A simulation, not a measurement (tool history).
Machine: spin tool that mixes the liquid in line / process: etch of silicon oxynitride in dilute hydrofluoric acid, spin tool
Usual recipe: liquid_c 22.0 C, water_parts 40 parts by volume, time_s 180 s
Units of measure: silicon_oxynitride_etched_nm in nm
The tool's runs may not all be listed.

run     day  liquid_c  water_parts  time_s  read-back film thickness of the silicon oxynitride reference wafer, read on the same gauge (nm)  silicon_oxynitride_etched_nm
  1   0.000      20.0           35     180                                                                                            60.01                         20.92
      3.346  -- thermometer replaced
  2   3.692      20.0           35     180                                                                                            60.01                         21.11
  3   7.283      20.0           35     180                                                                                            59.99                         20.94
  4   8.321      24.5           40     180                                                                                            60.00                         22.85
      9.217  -- gauge calibrated
  5   9.371      24.5           40     180                                                                                            60.00                         23.16
  6  10.183      24.5           40     180                                                                                            60.00                         22.96
  7  11.000      22.0           40     180                                                                                            59.97                         20.29
  8  11.533      22.0           40     180                                                                                            60.02                         20.34
  9  12.575      22.0           40     115                                                                                            59.97                         13.00
 10  13.767      22.0           40     210                                                                                            60.00                         23.74
     14.558  -- hydrofluoric acid flow meter replaced
 11  15.058      17.0           35      70                                                                                            60.02                          6.84
 12  15.646      26.5           40     270                                                                                            60.01                         36.57
 13  16.362      20.0           25     265                                                                                            60.00                         42.17
 14  17.108      22.0           25     140                                                                                            59.99                         24.78
 15  17.779      26.5           30     255                                                                                            60.00                         46.28
 16  18.588      26.0           30     125                                                                                            60.02                         22.38
 17  19.217      22.0           40     115                                                                                            60.01                         12.59
 18  20.612      22.0           20     145                                                                                            60.01                         32.20
 19  21.633      22.0           35     215                                                                                            60.01                         27.43
 20  22.533      22.0           60     270                                                                                            59.97                         19.44
 21  23.800      22.0           40     180                                                                                            60.02                         19.85
 22  25.262      22.0           40     180                                                                                            59.99                         19.89
     25.462  -- thermometer replaced
 23  26.121      19.0           20     130                                                                                            59.99                         24.78
 24  27.100      23.5           50     180                                                                                            59.99                         17.03
 25  27.679      22.0           60     120                                                                                            59.99                          8.77
 26  28.704      24.5           40     180                                                                                            60.00                         22.75
 27  29.621      22.0           40     180                                                                                            60.00                         19.92
 28  30.600      22.0           40     180                                                                                            60.01                         19.96
 29  31.812      22.0           40     180                                                                                            59.99                         19.88
 30  32.383      25.0           25     100                                                                                            59.99                         20.84
 31  33.471      22.0           40     180                                                                                            59.99                         20.06
 32  34.796      22.0           40     180                                                                                            60.00                         20.11
     37.800  -- gauge calibrated
 33  38.067      26.0           45     180                                                                                            60.01                         21.67
 34  38.812      22.0           50     250                                                                                            59.98                         22.22

For each run, what was the tool's unlogged condition?
liquid hotter than its thermometer reads (K): 0 in every run
gauge reads high (%): 0 in every run
H1: hydrofluoric acid flow above the setpoint (%)
run     H1
  1   2.51
  2   2.79
  3   3.06
  4   3.14
  5   3.22
  6   3.28
  7   3.35
  8   3.39
  9   3.47
 10   3.56
 11  0.146
 12  0.191
 13  0.245
 14  0.302
 15  0.354
 16  0.415
 17  0.463
 18   0.57
 19  0.647
 20  0.716
 21  0.813
 22  0.924
 23   0.99
 24   1.06
 25   1.11
 26   1.19
 27   1.26
 28   1.33
 29   1.42
 30   1.47
 31   1.55
 32   1.65
 33    1.9
 34   1.96

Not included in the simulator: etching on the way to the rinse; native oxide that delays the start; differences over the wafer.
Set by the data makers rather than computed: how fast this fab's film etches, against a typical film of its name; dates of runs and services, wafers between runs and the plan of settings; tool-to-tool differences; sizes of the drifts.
